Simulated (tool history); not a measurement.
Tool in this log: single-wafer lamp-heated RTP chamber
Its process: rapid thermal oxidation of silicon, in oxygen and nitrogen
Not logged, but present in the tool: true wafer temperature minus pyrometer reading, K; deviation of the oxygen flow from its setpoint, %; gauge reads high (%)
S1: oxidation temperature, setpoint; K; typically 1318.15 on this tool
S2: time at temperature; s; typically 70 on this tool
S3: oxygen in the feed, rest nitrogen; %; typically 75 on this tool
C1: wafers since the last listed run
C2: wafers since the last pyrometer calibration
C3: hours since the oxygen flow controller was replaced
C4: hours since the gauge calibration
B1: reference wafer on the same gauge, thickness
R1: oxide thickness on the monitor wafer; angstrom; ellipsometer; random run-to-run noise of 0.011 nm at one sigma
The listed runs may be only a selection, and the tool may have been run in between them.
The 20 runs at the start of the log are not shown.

| run | hour | S1 | S2 | S3 | C1 | C2 | C3 | C4 | B1 | R1 |
|---|---|---|---|---|---|---|---|---|---|---|
|  | 1148.1 | gauge calibrated |
| 21 | 1256.6 | 1318.15 | 70 | 75 | 805 | 4305 | 544.4 | 108.5 | 8.619 | 76.2 |
| 22 | 1286.1 | 1310.15 | 70 | 98 | 149 | 4455 | 573.9 | 138 | 8.624 | 79.32 |
|  | 1502.3 | pyrometer window cleaned and pyrometer calibrated |
| 23 | 1502.8 | 1318.15 | 70 | 75 | 1058 | 2 | 790.6 | 354.7 | 8.616 | 75.87 |
| 24 | 1529.7 | 1318.15 | 104 | 62 | 136 | 139 | 817.5 | 381.6 | 8.618 | 84.46 |
| 25 | 1556.5 | 1318.15 | 70 | 96 | 135 | 275 | 844.3 | 408.4 | 8.622 | 82.77 |
| 26 | 1588.6 | 1318.15 | 61 | 98 | 162 | 437 | 876.4 | 440.5 | 8.622 | 78.34 |
| 27 | 1654.2 | 1318.15 | 70 | 75 | 332 | 770 | 942 | 506.1 | 8.621 | 75.83 |
| 28 | 1693.8 | 1334.15 | 87 | 91 | 200 | 971 | 981.6 | 545.7 | 8.618 | 100.04 |
| 29 | 1860.4 | 1289.15 | 70 | 98 | 845 | 1816 | 1148.2 | 712.3 | 8.621 | 67.78 |
| 30 | 1929.7 | 1318.15 | 101 | 75 | 351 | 2168 | 1217.5 | 781.6 | 8.618 | 89.65 |
| 31 | 1976.3 | 1318.15 | 49 | 66 | 236 | 2404 | 1264.1 | 828.2 | 8.621 | 62 |
| 32 | 2012.1 | 1326.15 | 70 | 75 | 181 | 2586 | 1299.9 | 864 | 8.622 | 80.29 |
| 33 | 2054 | 1318.15 | 70 | 75 | 212 | 2798 | 1341.8 | 905.9 | 8.616 | 76.04 |

Alternative continuations, all from the tool just after run 33; predict every row:
| A | 2054.5 | 1327.15 | 70 | 75 | 2 | 2801 | 1342.3 | 906.4 | ? | ? |
| B | 2054.5 | 1318.15 | 37 | 75 | 2 | 2801 | 1342.3 | 906.4 | ? | ? |
| C | 2054.5 | 1295.15 | 37 | 93 | 2 | 2801 | 1342.3 | 906.4 | ? | ? |
| D | 2054.5 | 1338.15 | 95 | 95 | 2 | 2801 | 1342.3 | 906.4 | ? | ? |
| E | 2054.5 | 1300.15 | 47 | 98 | 2 | 2801 | 1342.3 | 906.4 | ? | ? |

| run | B1 | R1 |
|---|---|---|
| A | 8.619 | 80.98 |
| B | 8.619 | 57.55 |
| C | 8.619 | 52.89 |
| D | 8.619 | 109.13 |
| E | 8.619 | 61.89 |
The same runs, with their run-to-run variation unchanged, on a tool lacking any hidden condition would have given:
| run | R1 |
|---|---|
| A | 80.53 |
| B | 57.23 |
| C | 52.59 |
| D | 108.53 |
| E | 61.53 |

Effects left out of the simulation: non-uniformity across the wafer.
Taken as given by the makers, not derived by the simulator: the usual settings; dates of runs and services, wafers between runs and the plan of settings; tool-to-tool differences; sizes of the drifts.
